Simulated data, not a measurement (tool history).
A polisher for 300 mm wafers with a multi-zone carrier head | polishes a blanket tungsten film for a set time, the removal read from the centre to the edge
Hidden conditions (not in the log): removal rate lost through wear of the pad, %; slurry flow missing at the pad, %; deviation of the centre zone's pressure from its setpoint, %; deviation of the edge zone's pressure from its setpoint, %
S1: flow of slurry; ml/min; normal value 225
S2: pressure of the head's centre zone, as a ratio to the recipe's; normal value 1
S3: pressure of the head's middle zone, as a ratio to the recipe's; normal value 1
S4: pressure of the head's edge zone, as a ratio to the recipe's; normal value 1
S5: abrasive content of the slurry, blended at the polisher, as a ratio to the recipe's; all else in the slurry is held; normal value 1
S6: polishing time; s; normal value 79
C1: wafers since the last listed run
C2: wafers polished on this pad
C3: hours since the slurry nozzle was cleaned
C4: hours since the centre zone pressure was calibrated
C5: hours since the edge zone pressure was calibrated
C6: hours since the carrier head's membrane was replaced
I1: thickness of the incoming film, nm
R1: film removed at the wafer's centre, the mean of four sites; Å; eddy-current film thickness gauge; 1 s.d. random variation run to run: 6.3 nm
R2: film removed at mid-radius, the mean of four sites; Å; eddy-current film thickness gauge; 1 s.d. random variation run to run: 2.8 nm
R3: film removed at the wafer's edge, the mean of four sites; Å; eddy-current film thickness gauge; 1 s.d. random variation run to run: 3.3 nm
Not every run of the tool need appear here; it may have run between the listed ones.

run	hour	S1	S2	S3	S4	S5	S6	C1	C2	C3	C4	C5	C6	I1	R1	R2	R3
1	0	225	1	1	1	1	79	0	5102	188.4	208.6	420.3	948.4	1295.4	3766	4410	4472
# hour 52.9: worn pad replaced by a new one
2	53.4	280	1.04	1	1	1	79	586	5	241.8	262	473.7	1001.8	1320.1	3917	4505	4573
3	80.8	225	1.1	1	1.09	1	79	325	330	269.2	289.4	501.1	1029.2	1308	4146	4426	4587
# hour 136.1: centre zone pressure recalibrated, repeated, since the last time left the tool worse
4	137.6	290	1	1	1	1.15	79	650	980	326	1.5	557.9	1086	1332	4527	4633	4705
5	191.1	225	1	1	1	1	79	634	1615	379.5	55	611.4	1139.5	1336.5	4278	4388	4548
6	230.8	275	1	1	0.95	1	67	471	2086	419.2	94.7	651.1	1179.2	1298.3	3820	3806	3806
7	285	225	1	1	1	1	79	643	2730	473.4	148.9	705.3	1233.4	1316.8	4235	4428	4446
# hour 298.4: carrier head's membrane replaced by a new one
8	343.9	225	0.94	1	1	0.7	79	639	3369	532.3	207.8	764.2	45.5	1319.4	3721	4090	4190
9	387	225	1	1	1	1	79	511	3881	575.4	250.9	807.3	88.6	1332.2	4244	4422	4510
10	419.6	195	1	1	1	1	79	386	4268	608	283.5	839.9	121.2	1332.4	4213	4323	4487
11	465.4	155	1	0.97	1	1	79	543	4811	653.8	329.3	885.7	167	1302.8	3985	4164	4334
# hour 492.5: worn pad replaced by a new one
12	494.8	225	1	1	1	1	79	301	27	683.2	358.7	915.1	196.4	1329.9	4193	4453	4478
# hour 509.9: slurry nozzle cleaned
13	530.5	225	0.95	1	1	0.85	79	411	439	20.6	394.4	950.8	232.1	1338.2	3942	4257	4307
14	568.5	280	1.03	1	1.03	1	62	450	890	58.6	432.4	988.8	270.1	1325.2	3469	3542	3631
15	612.4	150	0.93	1	1	1.3	79	520	1411	102.5	476.3	1032.7	314	1323.2	3867	4428	4566
16	655.5	225	1.11	1	1	1	79	511	1922	145.6	519.4	1075.8	357.1	1318.4	4707	4410	4536
17	710.6	270	0.96	0.89	1	1.1	79	653	2576	200.7	574.5	1130.9	412.2	1343.9	4211	4160	4650
18	755.6	225	1.04	0.89	1	1	79	534	3110	245.7	619.5	1175.9	457.2	1339	4210	3996	4499
19	819.2	225	1.1	1	1	0.85	79	754	3865	309.3	683.1	1239.5	520.8	1325.1	4463	4307	4397
20	865.1	225	1	1	1	1	79	544	4410	355.2	729	1285.4	566.7	1339.4	4059	4433	4468
# hour 888.2: edge zone pressure recalibrated
21	921.7	270	1	1	1	1	97	647	5058	411.8	785.6	33.5	623.3	1294.6	5174	5553	5507
# hour 930.4: worn pad replaced by a new one
22	968.1	225	1.03	1.08	1	1	79	503	446	458.2	832	79.9	669.7	1311.7	4266	4718	4476

Some steps in R1, run to run, broken into two amounts with sign: the step expected even without the hidden condition (settings, incoming material, random variation), and the rest, left for the hidden condition together with whatever gauge scatter is not in both the measured and the hidden-condition-free result:
Run 3 -> 4: S1 225 -> 290, S2 1.1 -> 1, S4 1.09 -> 1, S5 1 -> 1.15, centre zone pressure recalibrated, repeated, since the last time left the tool worse. R1 +381 Å: hidden state +745, all else -364.
Run 20 -> 21: S1 225 -> 270, S6 79 -> 97, edge zone pressure recalibrated. R1 +1115 Å: hidden state -93, all else +1208.
Run 21 -> 22: S1 270 -> 225, S2 1 -> 1.03, S3 1 -> 1.08, S6 97 -> 79, worn pad replaced by a new one. R1 -908 Å: hidden state +43, all else -951.

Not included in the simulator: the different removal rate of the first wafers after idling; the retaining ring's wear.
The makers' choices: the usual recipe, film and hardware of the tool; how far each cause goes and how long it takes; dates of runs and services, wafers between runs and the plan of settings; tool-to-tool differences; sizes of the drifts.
